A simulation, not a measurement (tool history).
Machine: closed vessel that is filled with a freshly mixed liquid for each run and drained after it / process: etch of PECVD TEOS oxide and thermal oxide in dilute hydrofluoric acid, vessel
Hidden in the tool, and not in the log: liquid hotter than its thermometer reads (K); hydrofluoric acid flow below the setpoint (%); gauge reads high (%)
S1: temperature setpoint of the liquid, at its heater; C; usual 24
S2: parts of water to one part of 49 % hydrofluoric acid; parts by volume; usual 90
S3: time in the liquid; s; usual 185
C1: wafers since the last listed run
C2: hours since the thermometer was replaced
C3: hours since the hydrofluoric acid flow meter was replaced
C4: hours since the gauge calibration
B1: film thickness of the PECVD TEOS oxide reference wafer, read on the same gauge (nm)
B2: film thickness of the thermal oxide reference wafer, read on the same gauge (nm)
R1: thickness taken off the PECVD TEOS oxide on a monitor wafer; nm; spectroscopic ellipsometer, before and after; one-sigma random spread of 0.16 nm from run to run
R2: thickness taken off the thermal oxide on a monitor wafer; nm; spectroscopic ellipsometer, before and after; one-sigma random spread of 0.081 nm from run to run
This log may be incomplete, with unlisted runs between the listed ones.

{"run": 1, "day": 0.0, "S1": 24, "S2": 90, "S3": 185, "C1": 0, "C2": 960.8, "C3": 34.3, "C4": 138.7, "B1": 59.99, "B2": 69.99, "R1": 25.06, "R2": 10.66}
{"run": 2, "day": 1.179, "S1": 24, "S2": 90, "S3": 185, "C1": 1701, "C2": 989.1, "C3": 62.6, "C4": 167, "B1": 59.99, "B2": 70, "R1": 25.19, "R2": 10.5}
{"run": 3, "day": 2.646, "S1": 24, "S2": 90, "S3": 185, "C1": 2115, "C2": 1024.3, "C3": 97.8, "C4": 202.2, "B1": 60.02, "B2": 70.01, "R1": 25.33, "R2": 10.59}
{"run": 4, "day": 9.967, "S1": 24, "S2": 65, "S3": 185, "C1": 10561, "C2": 1200, "C3": 273.5, "C4": 377.9, "B1": 59.99, "B2": 70, "R1": 36.05, "R2": 15.12}
{"run": 5, "day": 11.621, "S1": 24, "S2": 90, "S3": 185, "C1": 2386, "C2": 1239.7, "C3": 313.2, "C4": 417.6, "B1": 60.04, "B2": 69.99, "R1": 25.17, "R2": 10.84}
{"run": 6, "day": 13.892, "S1": 24, "S2": 90, "S3": 185, "C1": 3276, "C2": 1294.2, "C3": 367.7, "C4": 472.1, "B1": 60.04, "B2": 69.99, "R1": 25.38, "R2": 10.83}
{"run": 7, "day": 14.958, "S1": 24, "S2": 90, "S3": 125, "C1": 1538, "C2": 1319.8, "C3": 393.3, "C4": 497.7, "B1": 60.01, "B2": 70, "R1": 17.14, "R2": 7.26}
{"run": 8, "day": 17.242, "S1": 24, "S2": 90, "S3": 125, "C1": 3294, "C2": 1374.6, "C3": 448.1, "C4": 552.5, "B1": 59.97, "B2": 70.02, "R1": 17.32, "R2": 7.41}
{"day": 18.254, "done": "gauge calibrated"}
{"run": 9, "day": 18.312, "S1": 24, "S2": 90, "S3": 185, "C1": 1544, "C2": 1400.3, "C3": 473.8, "C4": 1.4, "B1": 60.01, "B2": 70.01, "R1": 25.51, "R2": 10.69}
{"run": 10, "day": 21.108, "S1": 24, "S2": 90, "S3": 185, "C1": 4033, "C2": 1467.4, "C3": 540.9, "C4": 68.5, "B1": 60.02, "B2": 70, "R1": 25.57, "R2": 10.7}
{"run": 11, "day": 22.683, "S1": 28, "S2": 90, "S3": 185, "C1": 2272, "C2": 1505.2, "C3": 578.7, "C4": 106.3, "B1": 59.98, "B2": 70.01, "R1": 29.97, "R2": 12.65}
{"day": 23.779, "done": "thermometer replaced"}
{"run": 12, "day": 24.367, "S1": 24, "S2": 100, "S3": 185, "C1": 2368, "C2": 14.1, "C3": 619.1, "C4": 146.7, "B1": 59.97, "B2": 70.02, "R1": 24.38, "R2": 10.2}
{"run": 13, "day": 26.488, "S1": 24, "S2": 90, "S3": 185, "C1": 3059, "C2": 65, "C3": 670, "C4": 197.6, "B1": 60.03, "B2": 69.99, "R1": 26.98, "R2": 11.43}
{"run": 14, "day": 28.333, "S1": 29, "S2": 115, "S3": 285, "C1": 2662, "C2": 109.3, "C3": 714.3, "C4": 241.9, "B1": 60, "B2": 70.01, "R1": 38.34, "R2": 16.05}
{"run": 15, "day": 30.492, "S1": 24, "S2": 90, "S3": 125, "C1": 3113, "C2": 161.1, "C3": 766.1, "C4": 293.7, "B1": 60.02, "B2": 70.02, "R1": 18.43, "R2": 7.79}
{"day": 32.942, "done": "hydrofluoric acid flow meter replaced"}
{"run": 16, "day": 33.283, "S1": 24, "S2": 90, "S3": 270, "C1": 3967, "C2": 228.1, "C3": 8.2, "C4": 360.7, "B1": 60, "B2": 69.97, "R1": 39.94, "R2": 16.89}
{"day": 34.312, "done": "thermometer replaced, repeated, since the last time left the tool worse"}
{"run": 17, "day": 39.517, "S1": 29, "S2": 115, "S3": 285, "C1": 8932, "C2": 124.9, "C3": 157.8, "C4": 510.3, "B1": 60, "B2": 70, "R1": 34.11, "R2": 14.41}
{"run": 18, "day": 40.55, "S1": 25.5, "S2": 110, "S3": 215, "C1": 1490, "C2": 149.7, "C3": 182.6, "C4": 535.1, "B1": 60, "B2": 70.02, "R1": 23.86, "R2": 10.02}
{"day": 42.404, "done": "gauge calibrated"}
{"run": 19, "day": 42.729, "S1": 24, "S2": 90, "S3": 275, "C1": 3143, "C2": 202, "C3": 234.9, "C4": 7.8, "B1": 60, "B2": 70.01, "R1": 36.39, "R2": 15.33}
{"run": 20, "day": 43.962, "S1": 28, "S2": 130, "S3": 225, "C1": 1779, "C2": 231.6, "C3": 264.5, "C4": 37.4, "B1": 59.99, "B2": 69.98, "R1": 22.59, "R2": 9.64}
{"run": 21, "day": 46.058, "S1": 21.5, "S2": 120, "S3": 185, "C1": 3023, "C2": 281.9, "C3": 314.8, "C4": 87.7, "B1": 60.04, "B2": 69.99, "R1": 16.02, "R2": 6.75}
{"run": 22, "day": 47.808, "S1": 24, "S2": 90, "S3": 185, "C1": 2524, "C2": 323.9, "C3": 356.8, "C4": 129.7, "B1": 60, "B2": 69.98, "R1": 24.5, "R2": 10.25}

Hidden state or all else? Some run-to-run changes of R1, split into what the settings, what came in and random variation would give without the hidden state, and what is left for the hidden state (with any gauge scatter that isn't in both results):
Run 14 -> 15: S1 29 -> 24, S2 115 -> 90, S3 285 -> 125. R1 -19.91 nm: hidden state -2, all else -17.91.
Run 15 -> 16: S3 125 -> 270, hydrofluoric acid flow meter replaced. R1 +21.51 nm: hidden state +2.61, all else +18.9.
Run 16 -> 17: S1 24 -> 29, S2 90 -> 115, S3 270 -> 285, thermometer replaced, repeated, since the last time left the tool worse. R1 -5.83 nm: hidden state -4.62, all else -1.21.
